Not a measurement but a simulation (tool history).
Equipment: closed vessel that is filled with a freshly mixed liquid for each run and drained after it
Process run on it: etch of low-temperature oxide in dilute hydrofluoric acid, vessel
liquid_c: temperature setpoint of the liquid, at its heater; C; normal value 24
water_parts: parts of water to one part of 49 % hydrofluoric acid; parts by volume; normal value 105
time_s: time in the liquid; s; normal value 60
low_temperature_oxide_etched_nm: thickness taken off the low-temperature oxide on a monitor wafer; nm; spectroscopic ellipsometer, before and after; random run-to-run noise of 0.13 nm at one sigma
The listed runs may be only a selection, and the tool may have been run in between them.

run	hour	liquid_c	water_parts	time_s	read-back film thickness of the low-temperature oxide reference wafer, read on the same gauge (nm)	low_temperature_oxide_etched_nm
1	0	24	105	50	30	12.03
2	20.6	24	105	50	29.99	12
3	54	24	105	50	30	11.84
4	75.1	24	105	60	30.02	14.1
5	89.8	24	105	60	30.01	14.31
6	115.7	24	105	60	30.01	14.22
7	151.3	24	85	60	30.01	17.84
8	168.5	24	105	60	30.01	13.98
9	202.2	24	105	60	29.98	14
10	217.7	24	105	60	29.98	14.21
11	236.8	24	105	60	29.99	14.1
12	261.2	24	135	75	29.99	12.95
# hour 275.6: gauge calibrated
13	293.6	24	135	75	30.01	13
14	311.1	22	105	70	30	15.16
15	334.1	26.5	105	45	30.01	11.37
# hour 336.9: hydrofluoric acid flow meter replaced
16	359	24	135	60	29.99	11.57
17	379.1	25.5	145	60	29.99	11.34
18	399.3	28	130	60	30.01	14
# hour 428.4: thermometer replaced
19	429.3	24	105	60	30	15.35
20	443.4	24	105	75	30	19.01
21	456.4	26	105	60	29.98	16.57
22	480	26.5	105	85	29.99	24.24
23	506.5	22.5	60	45	30	19.89
24	531	24	105	60	29.98	15.05
25	547.8	22.5	55	90	30.02	44.04
26	574.8	24	105	60	30	15.3

Predict each of these 4 candidate next runs independently; none follows another, all start after run 26:
A	575.5	24	105	95	?	?
B	575.5	24	105	30	?	?
C	575.5	24	90	60	?	?
D	575.5	21.5	105	75	?	?

run	read-back film thickness of the low-temperature oxide reference wafer, read on the same gauge (nm)	low_temperature_oxide_etched_nm
A	30.01	23.96
B	30.01	7.57
C	30.01	17.99
D	30.01	17.12
Take away the tool's hidden state, keep each run's random variation, and the runs would have read:
run	low_temperature_oxide_etched_nm
A	24.97
B	7.89
C	18.74
D	17.84
